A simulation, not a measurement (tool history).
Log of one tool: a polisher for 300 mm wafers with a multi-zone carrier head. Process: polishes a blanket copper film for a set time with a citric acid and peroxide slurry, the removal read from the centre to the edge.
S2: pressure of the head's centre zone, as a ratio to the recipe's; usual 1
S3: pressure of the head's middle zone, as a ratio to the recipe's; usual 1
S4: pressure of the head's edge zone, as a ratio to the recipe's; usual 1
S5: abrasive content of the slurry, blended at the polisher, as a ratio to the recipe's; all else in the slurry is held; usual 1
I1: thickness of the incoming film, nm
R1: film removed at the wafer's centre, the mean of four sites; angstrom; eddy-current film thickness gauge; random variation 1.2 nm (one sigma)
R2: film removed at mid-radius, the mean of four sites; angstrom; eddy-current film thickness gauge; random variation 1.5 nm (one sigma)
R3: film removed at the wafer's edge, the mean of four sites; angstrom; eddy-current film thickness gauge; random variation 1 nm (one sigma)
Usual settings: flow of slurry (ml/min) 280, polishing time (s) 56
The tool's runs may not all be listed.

Run 1, hour 0: usual settings; I1 1232.7. Result: R1 1092 angstrom, R2 1110 angstrom, R3 1067 angstrom.
At hour 11.8: worn pad replaced by a new one.
Run 2, hour 20.4: usual settings; I1 1235.7. Result: R1 1161 angstrom, R2 1139 angstrom, R3 1097 angstrom.
At hour 47.1: carrier head's membrane replaced by a new one.
Run 3, hour 71.3: usual settings; I1 1253.6. Result: R1 1111 angstrom, R2 1131 angstrom, R3 1094 angstrom.
Run 4, hour 95.3: usual settings but S2 0.9; I1 1258.8. Result: R1 982 angstrom, R2 1108 angstrom, R3 1090 angstrom.
Run 5, hour 125.5: usual settings but polishing time (s) 66; I1 1241. Result: R1 1323 angstrom, R2 1307 angstrom, R3 1267 angstrom.
Run 6, hour 139.3: usual settings; I1 1256.1. Result: R1 1115 angstrom, R2 1124 angstrom, R3 1090 angstrom.
At hour 149: centre zone pressure recalibrated.
Run 7, hour 155: usual settings but S3 1.03, S4 1.05, polishing time (s) 65; I1 1249.4. Result: R1 1248 angstrom, R2 1309 angstrom, R3 1295 angstrom.
At hour 185.9: worn pad replaced by a new one.
Run 8, hour 190.3: usual settings; I1 1249.6. Result: R1 1157 angstrom, R2 1163 angstrom, R3 1131 angstrom.
Run 9, hour 223.4: usual settings but S3 1.07; I1 1222.2. Result: R1 1124 angstrom, R2 1198 angstrom, R3 1103 angstrom.
Run 10, hour 240.7: usual settings but S3 1.07; I1 1237.1. Result: R1 1136 angstrom, R2 1229 angstrom, R3 1109 angstrom.
Run 11, hour 269.1: usual settings but S2 0.94, S3 0.93, S4 1.1, S5 0.8; I1 1259. Result: R1 1027 angstrom, R2 1032 angstrom, R3 1102 angstrom.
Run 12, hour 294.9: usual settings but S3 0.96, S4 0.93; I1 1223.4. Result: R1 1106 angstrom, R2 1093 angstrom, R3 1052 angstrom.
Run 13, hour 312.4: usual settings but S2 1.09; I1 1221.1. Result: R1 1199 angstrom, R2 1115 angstrom, R3 1066 angstrom.
Run 14, hour 344.7: usual settings but S3 1.07; I1 1267. Result: R1 1114 angstrom, R2 1151 angstrom, R3 1071 angstrom.
Run 15, hour 360.2: usual settings but flow of slurry (ml/min) 245, S2 1.12; I1 1256.6. Result: R1 1190 angstrom, R2 1094 angstrom, R3 1070 angstrom.
At hour 369.1: worn pad replaced by a new one.
At hour 389.3: edge zone pressure recalibrated.
Run 16, hour 393.5: usual settings but flow of slurry (ml/min) 365, S3 0.89; I1 1245.4. Result: R1 1170 angstrom, R2 1058 angstrom, R3 1124 angstrom.
Run 17, hour 426.6: usual settings but S2 0.91, S3 0.96, S4 0.92, S5 1.15; I1 1248.3. Result: R1 1052 angstrom, R2 1106 angstrom, R3 1089 angstrom.
Run 18, hour 454.8: usual settings but S4 1.04; I1 1237. Result: R1 1129 angstrom, R2 1119 angstrom, R3 1102 angstrom.
Run 19, hour 467.7: usual settings but flow of slurry (ml/min) 340; I1 1251.8. Result: R1 1131 angstrom, R2 1124 angstrom, R3 1090 angstrom.
Run 20, hour 495.9: usual settings but S4 0.95; I1 1234.6. Result: R1 1120 angstrom, R2 1109 angstrom, R3 1056 angstrom.
Run 21, hour 508.3: usual settings but flow of slurry (ml/min) 370, S2 0.94, S4 1.1; I1 1235.1. Result: R1 1058 angstrom, R2 1132 angstrom, R3 1128 angstrom.
At hour 541.4: worn pad replaced by a new one.
At hour 572.1: slurry nozzle cleaned.
Run 22, hour 615.6: usual settings but S2 1.04; I1 1223.7. Result: R1 1182 angstrom, R2 1100 angstrom, R3 1080 angstrom.

3 ways to go on from here, each from the tool as it stands after run 22. What would each give?
Run A, hour 616: usual settings but flow of slurry (ml/min) 315; I1 1234.6. Result: R1 ?, R2 ?, R3 ?.
Run B, hour 616: usual settings but S2 1.08; I1 1234.6. Result: R1 ?, R2 ?, R3 ?.
Run C, hour 616: usual settings but S5 0.9; I1 1234.6. Result: R1 ?, R2 ?, R3 ?.

run    R1    R2    R3
  A  1127  1149  1087
  B  1204  1138  1079
  C  1096  1119  1061
Without the tool's hidden state the same runs would have given:
run    R1    R2    R3
  A  1169  1193  1129
  B  1250  1181  1120
  C  1137  1162  1102
